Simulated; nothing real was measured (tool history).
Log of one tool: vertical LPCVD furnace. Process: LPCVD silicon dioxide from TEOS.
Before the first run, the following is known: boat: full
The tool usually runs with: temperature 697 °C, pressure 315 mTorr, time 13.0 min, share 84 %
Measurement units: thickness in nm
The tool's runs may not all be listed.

run   hour  temperature  pressure  time  share  wafers since the last listed run  hours since the last temperature calibration  hours since the pressure gauge was zeroed  hours since the TEOS flow controller was replaced  hours since the gauge calibration  read-back reference wafer on the same gauge, thickness  thickness
  1    0.0          704       315  13.0     84                                 0                                        1729.9                                     4069.8                                             2874.3                               23.5                                                   88.89     116.88
  2   10.8          704       315  13.0     84                               218                                        1740.7                                     4080.6                                             2885.1                               34.3                                                   88.91     117.35
  3   23.1          697       280  13.0     84                               249                                        1753.0                                     4092.9                                             2897.4                               46.6                                                   88.81      94.57
  4   39.1          697       280  13.0     84                               324                                        1769.0                                     4108.9                                             2913.4                               62.6                                                   88.99      94.37
      68.9  -- thermocouples replaced and temperature profile calibrated
  5   69.4          697       280  13.0     84                               127                                           0.5                                     4139.2                                             2943.7                               92.9                                                   88.93      86.27
  6   73.4          697       315  13.0     84                                81                                           4.5                                     4143.2                                             2947.7                               96.9                                                   88.93      91.63
  7   77.4          697       315  13.0     84                                81                                           8.5                                     4147.2                                             2951.7                              100.9                                                   88.86      91.65
     103.3  -- TEOS flow controller replaced
  8  103.8          697       315  13.0     84                                48                                          34.9                                     4173.6                                                0.5                              127.3                                                   88.95      91.62
  9  107.8          705       315  13.0     73                                81                                          38.9                                     4177.6                                                4.5                              131.3                                                   88.85     102.54
     114.0  -- gauge calibrated
 10  115.0          697       315  13.0     90                               145                                          46.1                                     4184.8                                               11.7                                1.0                                                   88.86      94.97
 11  122.6          697       270  10.5     78                               154                                          53.7                                     4192.4                                               19.3                                8.6                                                   88.85      66.27
 12  135.9          697       315  13.0     84                               269                                          67.0                                     4205.7                                               32.6                               21.9                                                   88.92      91.24
     169.9  -- pressure gauge zeroed
 13  170.4          697       385  13.0     84                               212                                         101.5                                        0.5                                               67.1                               56.4                                                   88.88     101.41
 14  174.5          697       315  11.5     84                                83                                         105.6                                        4.6                                               71.2                               60.5                                                   88.94      81.18
 15  181.6          697       315  13.0     84                               143                                         112.7                                       11.7                                               78.3                               67.6                                                   88.95      91.83
 16  190.0          697       250  13.0     84                               170                                         121.1                                       20.1                                               86.7                               76.0                                                   88.92      81.53
 17  205.5          697       255  13.0     71                               314                                         136.6                                       35.6                                              102.2                               91.5                                                   88.90      75.80
 18  213.6          697       315  13.0     84                               164                                         144.7                                       43.7                                              110.3                               99.6                                                   88.96      91.53
 19  222.2          694       290  15.5     97                               174                                         153.3                                       52.3                                              118.9                              108.2                                                   88.92     104.62

The logged runs with the hidden state left out (each run's random variation unchanged):
Hidden state present: true tube temperature minus thermocouple reading, K; true pressure minus gauge reading, mTorr; deviation of the TEOS flow from its setpoint, %; gauge reads high (%).
run  thickness
  1     107.25
  2     107.58
  3      86.50
  4      86.20
  5      86.10
  6      91.45
  7      91.47
  8      91.44
  9     102.34
 10      94.77
 11      66.13
 12      91.04
 13     101.18
 14      81.00
 15      91.62
 16      81.34
 17      75.61
 18      91.30
 19     104.36
